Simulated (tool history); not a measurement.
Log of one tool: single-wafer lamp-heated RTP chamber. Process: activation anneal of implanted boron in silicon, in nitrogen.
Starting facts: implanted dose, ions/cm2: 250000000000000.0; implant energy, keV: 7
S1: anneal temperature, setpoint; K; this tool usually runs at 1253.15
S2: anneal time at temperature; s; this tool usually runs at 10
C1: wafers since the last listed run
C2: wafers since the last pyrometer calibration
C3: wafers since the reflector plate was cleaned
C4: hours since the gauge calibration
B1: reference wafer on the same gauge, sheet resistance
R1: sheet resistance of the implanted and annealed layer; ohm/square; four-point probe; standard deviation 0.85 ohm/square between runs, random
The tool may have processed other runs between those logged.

{"run": 1, "hour": 0.0, "S1": 1276.15, "S2": 10, "C1": 0, "C2": 2301, "C3": 3086, "C4": 558.1, "B1": 472.73, "R1": 472.59}
{"run": 2, "hour": 25.7, "S1": 1253.15, "S2": 10, "C1": 416, "C2": 2718, "C3": 3502, "C4": 583.8, "B1": 472.86, "R1": 479}
{"run": 3, "hour": 73.5, "S1": 1253.15, "S2": 10, "C1": 774, "C2": 3493, "C3": 4277, "C4": 631.6, "B1": 473.1, "R1": 476.19}
{"hour": 84.8, "done": "pyrometer window cleaned and pyrometer calibrated"}
{"run": 4, "hour": 109.2, "S1": 1253.15, "S2": 10, "C1": 448, "C2": 396, "C3": 4726, "C4": 667.3, "B1": 473.28, "R1": 480.33}
{"run": 5, "hour": 154.1, "S1": 1253.15, "S2": 10, "C1": 727, "C2": 1123, "C3": 5453, "C4": 712.2, "B1": 472.67, "R1": 477.94}
{"run": 6, "hour": 199.8, "S1": 1253.15, "S2": 10, "C1": 740, "C2": 1864, "C3": 6194, "C4": 757.9, "B1": 472.89, "R1": 477.67}
{"run": 7, "hour": 245.6, "S1": 1253.15, "S2": 14, "C1": 742, "C2": 2606, "C3": 6936, "C4": 803.7, "B1": 472.83, "R1": 475.4}
{"hour": 286.1, "done": "pyrometer window cleaned and pyrometer calibrated"}
{"run": 8, "hour": 286.6, "S1": 1253.15, "S2": 14, "C1": 534, "C2": 7, "C3": 7471, "C4": 844.7, "B1": 473.18, "R1": 478.8}
{"run": 9, "hour": 313.8, "S1": 1253.15, "S2": 14, "C1": 440, "C2": 448, "C3": 7912, "C4": 871.9, "B1": 472.79, "R1": 478.14}
{"run": 10, "hour": 359.5, "S1": 1277.15, "S2": 10, "C1": 740, "C2": 1189, "C3": 8652, "C4": 917.6, "B1": 472.74, "R1": 472.13}
{"run": 11, "hour": 396.3, "S1": 1277.15, "S2": 10, "C1": 596, "C2": 1785, "C3": 9249, "C4": 954.4, "B1": 472.76, "R1": 472.75}
{"run": 12, "hour": 429.5, "S1": 1253.15, "S2": 10, "C1": 538, "C2": 2323, "C3": 9787, "C4": 987.6, "B1": 473.18, "R1": 477.99}
{"run": 13, "hour": 492.8, "S1": 1242.15, "S2": 10, "C1": 1025, "C2": 3349, "C3": 10813, "C4": 1050.9, "B1": 472.95, "R1": 479.5}
{"hour": 503.9, "done": "pyrometer window cleaned and pyrometer calibrated"}
{"hour": 518.2, "done": "gauge calibrated"}
{"run": 14, "hour": 546.3, "S1": 1267.15, "S2": 6, "C1": 737, "C2": 687, "C3": 11550, "C4": 28.1, "B1": 473.1, "R1": 477.69}
{"hour": 578.3, "done": "reflector plate cleaned"}
{"run": 15, "hour": 646.5, "S1": 1224.15, "S2": 12, "C1": 1494, "C2": 2181, "C3": 1104, "C4": 128.3, "B1": 473.05, "R1": 509.17}
{"run": 16, "hour": 670.7, "S1": 1281.15, "S2": 10, "C1": 392, "C2": 2573, "C3": 1497, "C4": 152.5, "B1": 472.79, "R1": 473.08}
{"hour": 705.6, "done": "pyrometer window cleaned and pyrometer calibrated"}
{"run": 17, "hour": 708.8, "S1": 1253.15, "S2": 10, "C1": 487, "C2": 52, "C3": 1984, "C4": 190.6, "B1": 473.03, "R1": 481.64}
{"run": 18, "hour": 754.6, "S1": 1266.15, "S2": 4, "C1": 742, "C2": 794, "C3": 2727, "C4": 236.4, "B1": 472.88, "R1": 479.95}
{"run": 19, "hour": 815.9, "S1": 1264.15, "S2": 12, "C1": 993, "C2": 1788, "C3": 3720, "C4": 297.7, "B1": 472.86, "R1": 474.06}
{"run": 20, "hour": 880.3, "S1": 1266.15, "S2": 8, "C1": 1043, "C2": 2831, "C3": 4764, "C4": 362.1, "B1": 473.41, "R1": 474.61}
{"hour": 914.4, "done": "pyrometer window cleaned and pyrometer calibrated"}
{"run": 21, "hour": 917.7, "S1": 1240.15, "S2": 10, "C1": 476, "C2": 53, "C3": 5240, "C4": 399.5, "B1": 473.09, "R1": 489.81}
{"run": 22, "hour": 976.7, "S1": 1274.15, "S2": 12, "C1": 956, "C2": 1009, "C3": 6196, "C4": 458.5, "B1": 473.11, "R1": 471.09}
{"run": 23, "hour": 1042.0, "S1": 1253.15, "S2": 10, "C1": 1058, "C2": 2068, "C3": 7255, "C4": 523.8, "B1": 473.1, "R1": 478.46}
{"run": 24, "hour": 1087.9, "S1": 1253.15, "S2": 5, "C1": 743, "C2": 2812, "C3": 7999, "C4": 569.7, "B1": 472.89, "R1": 481.05}

What if the next run were any one of these 3? Each begins from the tool's condition after run 24:
{"run": "A", "hour": 1088.3, "S1": 1271.15, "S2": 10, "C1": 6, "C2": 2818, "C3": 8005, "C4": 570.1, "B1": "?", "R1": "?"}
{"run": "B", "hour": 1088.3, "S1": 1240.15, "S2": 4, "C1": 6, "C2": 2818, "C3": 8005, "C4": 570.1, "B1": "?", "R1": "?"}
{"run": "C", "hour": 1088.3, "S1": 1243.15, "S2": 16, "C1": 6, "C2": 2818, "C3": 8005, "C4": 570.1, "B1": "?", "R1": "?"}

run=A B1=473.12 R1=473.27
run=B B1=473.12 R1=488.69
run=C B1=473.12 R1=478.93
Had the tool no hidden state, the same runs would have come out as:
run=A R1=477.03
run=B R1=503.99
run=C R1=489.67
